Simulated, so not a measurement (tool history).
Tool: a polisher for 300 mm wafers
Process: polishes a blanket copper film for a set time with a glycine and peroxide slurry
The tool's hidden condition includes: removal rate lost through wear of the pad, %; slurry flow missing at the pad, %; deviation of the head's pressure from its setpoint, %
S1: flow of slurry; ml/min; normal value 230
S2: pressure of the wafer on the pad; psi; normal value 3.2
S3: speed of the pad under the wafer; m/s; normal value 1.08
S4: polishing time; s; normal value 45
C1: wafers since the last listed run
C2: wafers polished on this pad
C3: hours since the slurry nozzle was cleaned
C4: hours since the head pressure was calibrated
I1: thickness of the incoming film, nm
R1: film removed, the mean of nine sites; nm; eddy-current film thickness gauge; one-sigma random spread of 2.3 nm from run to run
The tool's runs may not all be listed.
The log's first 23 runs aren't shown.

run 24 hour=284.5 | S1=230 S2=3.2 S3=0.84 S4=45 | C1=122 C2=1136 C3=731.1 C4=140.2 | I1=1083.9 | R1=235.9
run 25 hour=296.4 | S1=230 S2=2.1 S3=0.78 S4=45 | C1=177 C2=1314 C3=743 C4=152.1 | I1=1056.9 | R1=163.3
-- hour=309.7 slurry nozzle cleaned
-- hour=315.3 worn pad replaced by a new one
run 26 hour=321.6 | S1=265 S2=3.2 S3=1.08 S4=45 | C1=301 C2=94 C3=11.9 C4=177.3 | I1=1102.7 | R1=295.4
run 27 hour=331 | S1=230 S2=3.2 S3=0.74 S4=45 | C1=140 C2=234 C3=21.3 C4=186.7 | I1=1089.4 | R1=210
run 28 hour=342.5 | S1=205 S2=3.2 S3=1.32 S4=50 | C1=171 C2=406 C3=32.8 C4=198.2 | I1=1066.9 | R1=377.1
run 29 hour=349.1 | S1=175 S2=2.7 S3=1.22 S4=37 | C1=98 C2=504 C3=39.4 C4=204.8 | I1=1091.2 | R1=222.9
run 30 hour=359.8 | S1=250 S2=3.2 S3=1.08 S4=54 | C1=159 C2=664 C3=50.1 C4=215.5 | I1=1075.7 | R1=352.4
run 31 hour=375.9 | S1=250 S2=3.2 S3=1.08 S4=54 | C1=240 C2=905 C3=66.2 C4=231.6 | I1=1086.4 | R1=355.8
run 32 hour=383.4 | S1=230 S2=3.2 S3=1.08 S4=45 | C1=111 C2=1017 C3=73.7 C4=239.1 | I1=1095.7 | R1=293.9
run 33 hour=397.4 | S1=165 S2=3.2 S3=0.7 S4=45 | C1=209 C2=1226 C3=87.7 C4=253.1 | I1=1079 | R1=198.9
run 34 hour=404.1 | S1=205 S2=3.2 S3=1.08 S4=45 | C1=100 C2=1326 C3=94.4 C4=259.8 | I1=1091.3 | R1=285.3
-- hour=409.6 worn pad replaced by a new one
run 35 hour=421.2 | S1=230 S2=3.2 S3=1.08 S4=45 | C1=195 C2=173 C3=111.5 C4=276.9 | I1=1085.2 | R1=292.2
run 36 hour=433 | S1=185 S2=3.2 S3=0.86 S4=45 | C1=176 C2=349 C3=123.3 C4=288.7 | I1=1071.8 | R1=237.3
run 37 hour=445.1 | S1=230 S2=2.7 S3=0.98 S4=45 | C1=180 C2=530 C3=135.4 C4=300.8 | I1=1072.7 | R1=232
run 38 hour=453.1 | S1=230 S2=3.2 S3=1.08 S4=45 | C1=119 C2=650 C3=143.4 C4=308.8 | I1=1077.6 | R1=288.8

Forecast each of these 3 alternatives for the next run:
run A hour=453.5 | S1=230 S2=3.2 S3=1.08 S4=45 | C1=5 C2=655 C3=143.8 C4=309.2 | I1=1099.8 | R1=?
run B hour=453.5 | S1=230 S2=2.3 S3=1.08 S4=45 | C1=5 C2=655 C3=143.8 C4=309.2 | I1=1099.8 | R1=?
run C hour=453.5 | S1=170 S2=3.2 S3=1.08 S4=45 | C1=5 C2=655 C3=143.8 C4=309.2 | I1=1099.8 | R1=?

run=A R1=294.3
run=B R1=223.7
run=C R1=287.4
Take away the tool's hidden state, keep each run's random variation, and the runs would have read:
run=A R1=294.3
run=B R1=223.7
run=C R1=287.4
